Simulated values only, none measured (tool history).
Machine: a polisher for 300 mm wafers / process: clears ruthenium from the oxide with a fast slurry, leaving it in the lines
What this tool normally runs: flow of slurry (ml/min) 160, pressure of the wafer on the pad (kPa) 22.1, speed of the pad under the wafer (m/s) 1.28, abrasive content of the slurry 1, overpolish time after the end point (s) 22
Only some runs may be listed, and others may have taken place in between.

run,day,flow of slurry (ml/min),pressure of the wafer on the pad (kPa),speed of the pad under the wafer (m/s),abrasive content of the slurry,overpolish time after the end point (s),wafers since the last listed run,wafers polished on this pad,hours since the slurry nozzle was cleaned,hours since the head pressure was calibrated,hours since the slurry blender was calibrated,"incoming thickness of the incoming film, nm",time until the end point was called (s)
1,0,160,22.1,1.28,1,22,0,1252,373.2,879.4,486.3,150.4,30.2
# day 1.242: slurry blender recalibrated
# day 2.508: worn pad replaced by a new one
2,2.529,160,22.1,0.94,1,22,673,6,433.9,940.1,30.9,150,38.1
3,6.546,160,22.1,1.28,1,22,1187,1193,530.3,1036.5,127.3,150.9,30.3
# day 9.258: worn pad replaced by a new one
4,9.279,145,22.1,1.28,1,22,758,6,595.9,1102.1,192.9,150.2,30.7
# day 11.158: slurry nozzle cleaned
5,12.033,145,22.1,1.28,1,22,801,808,21,1168.2,259,152.9,30.3
6,13.817,145,22.1,1.28,1,22,527,1335,63.8,1211,301.8,152.8,32.4
7,15.688,160,22.1,1.28,1,22,553,1888,108.7,1255.9,346.7,152.7,30.5
# day 17.212: worn pad replaced by a new one
8,17.908,160,22.1,1.28,1,22,607,206,162,1309.2,400,148.9,30
9,20.058,130,22.1,0.96,0.85,22,635,841,213.6,1360.8,451.6,150.9,44.4
10,22.154,160,17.2,0.94,1,28,619,1461,263.9,1411.1,501.9,150.6,50.3
# day 23.454: slurry blender recalibrated
11,25.138,130,22.1,0.96,0.85,22,857,2318,335.5,1482.7,40.4,148.2,43.1
# day 25.496: worn pad replaced by a new one
12,26.175,160,22.1,1.28,1,22,257,200,360.4,1507.6,65.3,148.6,28.5
# day 26.858: head pressure recalibrated
13,27.242,160,22.1,1.12,1.2,33,290,491,386,9.2,90.9,149.3,29.5
14,29.542,185,22.1,1.28,1,22,680,1171,441.2,64.4,146.1,147.9,28.7
15,31.396,200,22.1,1.28,1,22,548,1719,485.7,108.9,190.6,151.7,29.6
# day 31.683: worn pad replaced by a new one
# day 32.458: slurry nozzle cleaned
16,33.817,160,22.1,1.28,0.75,29,654,618,32.6,167,248.7,150,37.8
17,36.312,145,22.1,1.28,1,22,737,1356,92.5,226.9,308.6,148.5,30.6

Hidden condition of the tool, last listed run before each entry between runs versus first listed run after:
After run 1, before run 2: slurry blender recalibrated (day 1.242); worn pad replaced by a new one (day 2.508)
  no difference in the tool's unlogged condition between these two runs
After run 3, before run 4: worn pad replaced by a new one (day 9.258)
  no difference in the tool's unlogged condition between these two runs
After run 4, before run 5: slurry nozzle cleaned (day 11.158)
  no difference in the tool's unlogged condition between these two runs
After run 7, before run 8: worn pad replaced by a new one (day 17.212)
  no difference in the tool's unlogged condition between these two runs
After run 10, before run 11: slurry blender recalibrated (day 23.454)
  no difference in the tool's unlogged condition between these two runs
After run 11, before run 12: worn pad replaced by a new one (day 25.496)
  no difference in the tool's unlogged condition between these two runs
After run 12, before run 13: head pressure recalibrated (day 26.858)
  no difference in the tool's unlogged condition between these two runs
After run 15, before run 16: worn pad replaced by a new one (day 31.683); slurry nozzle cleaned (day 32.458)
  no difference in the tool's unlogged condition between these two runs
